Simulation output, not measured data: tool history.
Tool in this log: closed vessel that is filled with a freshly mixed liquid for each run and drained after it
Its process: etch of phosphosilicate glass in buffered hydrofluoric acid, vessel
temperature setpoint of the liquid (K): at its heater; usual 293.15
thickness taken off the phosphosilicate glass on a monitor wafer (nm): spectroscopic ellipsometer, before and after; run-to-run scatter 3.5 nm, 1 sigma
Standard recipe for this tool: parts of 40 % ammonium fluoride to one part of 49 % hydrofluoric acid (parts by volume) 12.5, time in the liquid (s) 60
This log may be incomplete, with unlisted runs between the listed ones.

run   hour  temperature setpoint of the liquid (K)  parts of 40 % ammonium fluoride to one part of 49 % hydrofluoric acid (parts by volume)  time in the liquid (s)  wafers since the last listed run  hours since the thermometer was replaced  hours since the hydrofluoric acid flow meter was replaced  hours since the gauge calibration  read-back film thickness of the phosphosilicate glass reference wafer, read on the same gauge (nm)  thickness taken off the phosphosilicate glass on a monitor wafer (nm)
  1      0                                  293.15                                                                                     12.5                      60                                 0                                     786.5                                                       1526                              320.6                                                                                              140.02                                                                 373.88
  2   29.7                                  293.15                                                                                     12.5                      60                              1976                                     816.2                                                     1555.7                              350.3                                                                                              139.99                                                                 374.79
  3   45.8                                  293.15                                                                                     12.5                      60                              1071                                     832.3                                                     1571.8                              366.4                                                                                                 140                                                                 379.13
  4   58.7                                  293.15                                                                                     12.5                      60                               858                                     845.2                                                     1584.7                              379.3                                                                                              140.01                                                                 377.73
  5   74.8                                  293.15                                                                                     12.5                      60                              1071                                     861.3                                                     1600.8                              395.4                                                                                              140.03                                                                 379.44
  6     88                                  293.15                                                                                     12.5                      60                               878                                     874.5                                                       1614                              408.6                                                                                              140.02                                                                 376.26
  7  115.8                                  293.15                                                                                     12.5                      60                              1849                                     902.3                                                     1641.8                              436.4                                                                                                 140                                                                 375.73
  8    139                                  293.15                                                                                     12.5                      60                              1543                                     925.5                                                       1665                              459.6                                                                                                 140                                                                 377.27
  9  153.1                                  293.15                                                                                     12.5                      60                               938                                     939.6                                                     1679.1                              473.7                                                                                              139.99                                                                  367.2
 10  165.2                                  293.15                                                                                     12.5                      60                               805                                     951.7                                                     1691.2                              485.8                                                                                                 140                                                                 381.21
 11  195.2                                  293.15                                                                                     12.5                      60                              1996                                     981.7                                                     1721.2                              515.8                                                                                              140.03                                                                 373.24
 12  223.8                                  293.15                                                                                     12.5                      60                              1902                                    1010.3                                                     1749.8                              544.4                                                                                              140.03                                                                 372.21
 13  244.2                                  293.15                                                                                     12.5                      60                              1357                                    1030.7                                                     1770.2                              564.8                                                                                              140.03                                                                 371.43
     245.8  -- gauge calibrated
 14  260.8                                  293.15                                                                                     12.5                      60                              1104                                    1047.3                                                     1786.8                                 15                                                                                              140.03                                                                 369.83
 15  286.5                                  293.15                                                                                     14.5                      60                              1709                                      1073                                                     1812.5                               40.7                                                                                              139.99                                                                 318.44
 16  315.8                                  293.15                                                                                        9                      60                              1949                                    1102.3                                                     1841.8                                 70                                                                                              140.03                                                                  492.9
       334  -- hydrofluoric acid flow meter replaced
 17  334.5                                  293.15                                                                                     12.5                      60                              1177                                      1121                                                        0.5                               88.7                                                                                              140.02                                                                 370.86
 18  349.9                                  290.65                                                                                     14.5                      60                              1024                                    1136.4                                                       15.9                              104.1                                                                                                 140                                                                 275.95
 19  364.5                                  290.65                                                                                     12.5                      80                               971                                      1151                                                       30.5                              118.7                                                                                              139.98                                                                 428.24
     375.2  -- thermometer replaced
 20    387                                  293.15                                                                                     12.5                      60                              1430                                      11.8                                                         53                              141.2                                                                                              139.99                                                                 342.39
 21  406.4                                  295.65                                                                                     12.5                      70                              1290                                      31.2                                                       72.4                              160.6                                                                                                 140                                                                 458.09
 22  438.7                                  296.65                                                                                      9.5                      90                              2149                                      63.5                                                      104.7                              192.9                                                                                                 140                                                                 794.21
 23  453.3                                  293.15                                                                                     12.5                      60                               971                                      78.1                                                      119.3                              207.5                                                                                                 140                                                                 334.84
     456.1  -- thermometer replaced, repeated, since the last time left the tool worse
 24  467.8                                  295.15                                                                                     12.5                      60                               898                                      11.7                                                      133.8                                222                                                                                              139.99                                                                 445.25
 25  488.2                                  290.15                                                                                     15.5                      60                              1357                                      32.1                                                      154.2                              242.4                                                                                              139.98                                                                 268.35
 26  515.8                                  293.15                                                                                     12.5                      90                              1836                                      59.7                                                      181.8                                270                                                                                              140.01                                                                 603.31
 27    540                                  293.15                                                                                     12.5                      60                              1610                                      83.9                                                        206                              294.2                                                                                              140.01                                                                  391.5

For some of the steps in thickness taken off the phosphosilicate glass on a monitor wafer (nm) from one run to the next: how much would appear even if the tool had no hidden state, given the settings, what came in and random variation, and how much remains for the hidden state plus any gauge scatter that the measured result and the result without hidden state don't share?
The hidden state here: liquid colder than its thermometer reads (K); hydrofluoric acid flow above the setpoint (%); gauge reads high (%).
Run 21 -> 22: temperature setpoint of the liquid (K) 295.65 -> 296.65, parts of 40 % ammonium fluoride to one part of 49 % hydrofluoric acid (parts by volume) 12.5 -> 9.5, time in the liquid (s) 70 -> 90. thickness taken off the phosphosilicate glass on a monitor wafer (nm) +336.12: hidden state -66.5, all else +402.62.
Run 22 -> 23: temperature setpoint of the liquid (K) 296.65 -> 293.15, parts of 40 % ammonium fluoride to one part of 49 % hydrofluoric acid (parts by volume) 9.5 -> 12.5, time in the liquid (s) 90 -> 60. thickness taken off the phosphosilicate glass on a monitor wafer (nm) -459.37: hidden state +87.57, all else -546.94.
